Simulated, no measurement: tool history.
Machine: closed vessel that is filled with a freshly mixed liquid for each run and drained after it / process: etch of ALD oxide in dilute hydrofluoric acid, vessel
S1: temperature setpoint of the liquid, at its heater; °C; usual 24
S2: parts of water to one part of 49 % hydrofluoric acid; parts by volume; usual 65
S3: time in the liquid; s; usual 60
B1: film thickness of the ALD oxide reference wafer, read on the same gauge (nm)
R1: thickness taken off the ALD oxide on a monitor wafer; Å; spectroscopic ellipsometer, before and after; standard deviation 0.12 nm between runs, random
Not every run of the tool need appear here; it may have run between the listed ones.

| run | hour | S1 | S2 | S3 | B1 | R1 |
|---|---|---|---|---|---|---|
| 1 | 0 | 27.5 | 65 | 60 | 111.83 | 162.7 |
| 2 | 55.8 | 24 | 65 | 60 | 111.91 | 142.1 |
| 3 | 101.7 | 24 | 65 | 60 | 112.05 | 143.2 |
| 4 | 244.5 | 24 | 65 | 60 | 112.32 | 141.1 |
| 5 | 310.6 | 24 | 65 | 60 | 112.46 | 143.4 |
| 6 | 373.5 | 24 | 65 | 60 | 112.6 | 143 |
| 7 | 472.5 | 24 | 65 | 60 | 112.83 | 143.1 |
| 8 | 569.9 | 24 | 65 | 60 | 113.09 | 144.4 |
| 9 | 724.2 | 24 | 65 | 60 | 113.5 | 143.8 |
|  | 760.8 | hydrofluoric acid flow meter replaced |
| 10 | 808 | 24 | 65 | 60 | 113.69 | 146.8 |
| 11 | 899.3 | 24 | 65 | 60 | 113.95 | 144.3 |
| 12 | 954.9 | 24 | 65 | 60 | 114.16 | 146.6 |
| 13 | 1062.7 | 24 | 80 | 85 | 114.46 | 165.5 |
| 14 | 1113.1 | 24 | 80 | 85 | 114.62 | 163.8 |
| 15 | 1151.2 | 27 | 75 | 60 | 114.75 | 140.4 |
|  | 1206.9 | gauge calibrated |
| 16 | 1254.5 | 24 | 65 | 60 | 110.25 | 141.8 |
| 17 | 1297.7 | 24 | 65 | 60 | 110.23 | 138.8 |
|  | 1320.2 | thermometer replaced |
| 18 | 1404.9 | 21 | 50 | 60 | 110.27 | 165.2 |
| 19 | 1458.2 | 24 | 65 | 60 | 110.27 | 139.4 |
| 20 | 1505.4 | 20.5 | 35 | 40 | 110.3 | 158.1 |
| 21 | 1593.1 | 20.5 | 90 | 45 | 110.35 | 65 |
| 22 | 1633.9 | 25.5 | 75 | 85 | 110.35 | 184.6 |
| 23 | 1847.9 | 24 | 65 | 60 | 110.5 | 141.4 |
| 24 | 2059.2 | 22 | 90 | 40 | 110.64 | 60.8 |

Run 25 is up next; what results do you expect?
| 25 | 2139.5 | 25.5 | 55 | 60 | ? | ? |

Run 25 produced B1 110.74, R1 177 Å.
Without the tool's hidden state the same run would have given R1 175.8 Å.
